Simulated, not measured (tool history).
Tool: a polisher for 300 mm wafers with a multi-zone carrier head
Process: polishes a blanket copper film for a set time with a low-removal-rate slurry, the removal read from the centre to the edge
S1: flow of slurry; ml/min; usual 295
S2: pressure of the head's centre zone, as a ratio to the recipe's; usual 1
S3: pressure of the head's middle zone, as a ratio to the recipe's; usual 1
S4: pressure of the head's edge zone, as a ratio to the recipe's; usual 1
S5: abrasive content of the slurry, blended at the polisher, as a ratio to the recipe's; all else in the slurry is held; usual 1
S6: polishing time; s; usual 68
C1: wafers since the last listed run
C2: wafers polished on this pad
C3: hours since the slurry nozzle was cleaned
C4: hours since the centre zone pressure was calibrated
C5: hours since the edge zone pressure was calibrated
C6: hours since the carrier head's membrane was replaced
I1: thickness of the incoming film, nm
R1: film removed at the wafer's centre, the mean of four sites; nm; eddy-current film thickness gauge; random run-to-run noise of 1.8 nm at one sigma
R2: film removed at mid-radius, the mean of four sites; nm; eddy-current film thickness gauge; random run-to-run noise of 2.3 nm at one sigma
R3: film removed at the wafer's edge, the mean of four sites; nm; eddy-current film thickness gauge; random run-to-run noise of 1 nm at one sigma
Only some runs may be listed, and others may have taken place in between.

run	hour	S1	S2	S3	S4	S5	S6	C1	C2	C3	C4	C5	C6	I1	R1	R2	R3
1	0	295	1	1	1	1	68	0	1268	233.6	576.2	480.9	631	1076.1	151.2	147.8	144.9
# hour 7.2: worn pad replaced by a new one
2	16.5	295	1	1	1	1	68	123	91	250.1	592.7	497.4	647.5	1067.2	170.2	159.2	162
# hour 38.3: slurry nozzle cleaned
3	40.2	295	1	1	1	1	68	224	316	1.9	616.4	521.1	671.2	1057.2	163.2	154.3	154.8
4	75.5	295	1.08	1	1	1	68	349	666	37.2	651.7	556.4	706.5	1057.6	170.5	150.8	149.6
5	104.8	295	1	1.07	1	1	68	290	956	66.5	681	585.7	735.8	1065.1	155.9	155.9	146.3
# hour 134: centre zone pressure recalibrated
6	136.8	340	1.06	1.08	1	1	68	297	1253	98.5	2.8	617.7	767.8	1074.8	155.2	159.1	147.8
# hour 145.3: edge zone pressure recalibrated
# hour 163.2: worn pad replaced by a new one
7	164.5	295	1	1	1	1	68	214	12	126.2	30.5	19.2	795.5	1055.2	162.2	165.8	161.8
# hour 173.9: carrier head's membrane replaced by a new one
8	182.6	295	0.88	1	1	1	68	129	142	144.3	48.6	37.3	8.7	1079.3	138.9	157.1	157.3
9	201.2	295	1	1.11	0.94	0.75	92	184	326	162.9	67.2	55.9	27.3	1071.6	196.5	215.1	190.3
10	236.8	295	1.08	1	0.92	1	68	352	679	198.5	102.8	91.5	62.9	1057.7	162.6	148.8	142
11	268.9	295	0.93	1	1	1	68	317	997	230.6	134.9	123.6	95	1051.8	135.4	146.7	146.4
12	288.4	365	1.06	0.91	1	1	68	193	1190	250.1	154.4	143.1	114.5	1037.2	155.9	135	147.2
# hour 295.7: worn pad replaced by a new one
# hour 300.5: slurry nozzle cleaned
13	308.1	295	1	1	1	1	68	145	112	7.6	174.1	162.8	134.2	1041.3	158	157.3	160.7
14	320.5	295	1	1.06	0.9	0.8	68	122	235	20	186.5	175.2	146.6	1052.1	149	156.9	144.4
15	355.7	370	1.1	1	1	1.1	68	348	583	55.2	221.7	210.4	181.8	1061.5	170.3	158.7	155.6
16	375.4	295	1	1	1	1.1	68	195	779	74.9	241.4	230.1	201.5	1058.4	153	149.8	149.8
17	390.6	295	0.89	0.94	1.05	1	68	150	929	90.1	256.6	245.3	216.7	1057.8	133.4	140.9	152
18	422.5	295	1	0.95	1	1.15	68	315	1245	122	288.5	277.2	248.6	1041.1	153.5	144.3	152
19	443	295	1	1.11	1	1	68	203	1448	142.5	309	297.7	269.1	1051.9	146.6	158.1	143.7
# hour 474.5: worn pad replaced by a new one
20	475	350	1	1	1	1	68	277	4	174.5	341	329.7	301.1	1045.2	164.2	169.4	164
21	502.7	295	1	1	1	1	68	274	279	202.2	368.7	357.4	328.8	1054.7	156.4	155.9	154

What if the next run were any one of these 4? Each begins from the tool's condition after run 21:
A	503.2	295	1	1	1	1	68	4	283	202.7	369.2	357.9	329.3	1076	?	?	?
B	503.2	295	1	0.9	1	1	68	4	283	202.7	369.2	357.9	329.3	1076	?	?	?
C	503.2	295	1	1	0.96	1	68	4	283	202.7	369.2	357.9	329.3	1076	?	?	?
D	503.2	295	1	1.1	1	1	90	4	283	202.7	369.2	357.9	329.3	1076	?	?	?

run	R1	R2	R3
A	154.6	153.1	152.9
B	154.5	140.1	153.1
C	154.6	153.1	149.9
D	204.8	219.7	202.1
With no hidden state in the tool, these same runs would have given:
run	R1	R2	R3
A	164.5	165.1	164.8
B	164.4	151.1	165.1
C	164.5	165.1	161.7
D	217.9	236.9	217.9
